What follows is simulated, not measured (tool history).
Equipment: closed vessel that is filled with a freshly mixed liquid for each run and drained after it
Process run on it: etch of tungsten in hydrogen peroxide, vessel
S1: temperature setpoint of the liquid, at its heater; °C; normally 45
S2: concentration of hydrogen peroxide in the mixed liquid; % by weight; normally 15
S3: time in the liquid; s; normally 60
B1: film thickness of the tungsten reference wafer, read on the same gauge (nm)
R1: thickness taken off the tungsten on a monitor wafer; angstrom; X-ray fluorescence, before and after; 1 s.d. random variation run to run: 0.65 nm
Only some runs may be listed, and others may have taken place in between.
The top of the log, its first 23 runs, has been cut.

| run | hour | S1 | S2 | S3 | B1 | R1 |
|---|---|---|---|---|---|---|
| 24 | 261 | 50.5 | 13.5 | 95 | 80.06 | 1814.8 |
| 25 | 271.8 | 37.5 | 15 | 60 | 80.04 | 529.1 |
| 26 | 278.7 | 38 | 18 | 35 | 79.98 | 350.8 |
| 27 | 289.4 | 45 | 15 | 30 | 79.97 | 427.8 |
| 28 | 302.1 | 35.5 | 18 | 30 | 79.97 | 251.3 |
| 29 | 312.8 | 45 | 15 | 60 | 80.02 | 866.2 |
| 30 | 322.2 | 45 | 18 | 60 | 79.97 | 926.4 |
| 31 | 331.2 | 45 | 16.5 | 85 | 79.99 | 1252.3 |

Predict each of these 3 candidate next runs independently; none follows another, all start after run 31:
| A | 331.9 | 45 | 12.5 | 60 | ? | ? |
| B | 331.9 | 54.5 | 12.5 | 45 | ? | ? |
| C | 331.9 | 38.5 | 15 | 75 | ? | ? |

| run | B1 | R1 |
|---|---|---|
| A | 80.02 | 777.5 |
| B | 80.02 | 1046.3 |
| C | 80.02 | 699.2 |
Had the tool no hidden state, the same runs would have come out as:
| run | R1 |
|---|---|
| A | 817.9 |
| B | 1097.4 |
| C | 737 |

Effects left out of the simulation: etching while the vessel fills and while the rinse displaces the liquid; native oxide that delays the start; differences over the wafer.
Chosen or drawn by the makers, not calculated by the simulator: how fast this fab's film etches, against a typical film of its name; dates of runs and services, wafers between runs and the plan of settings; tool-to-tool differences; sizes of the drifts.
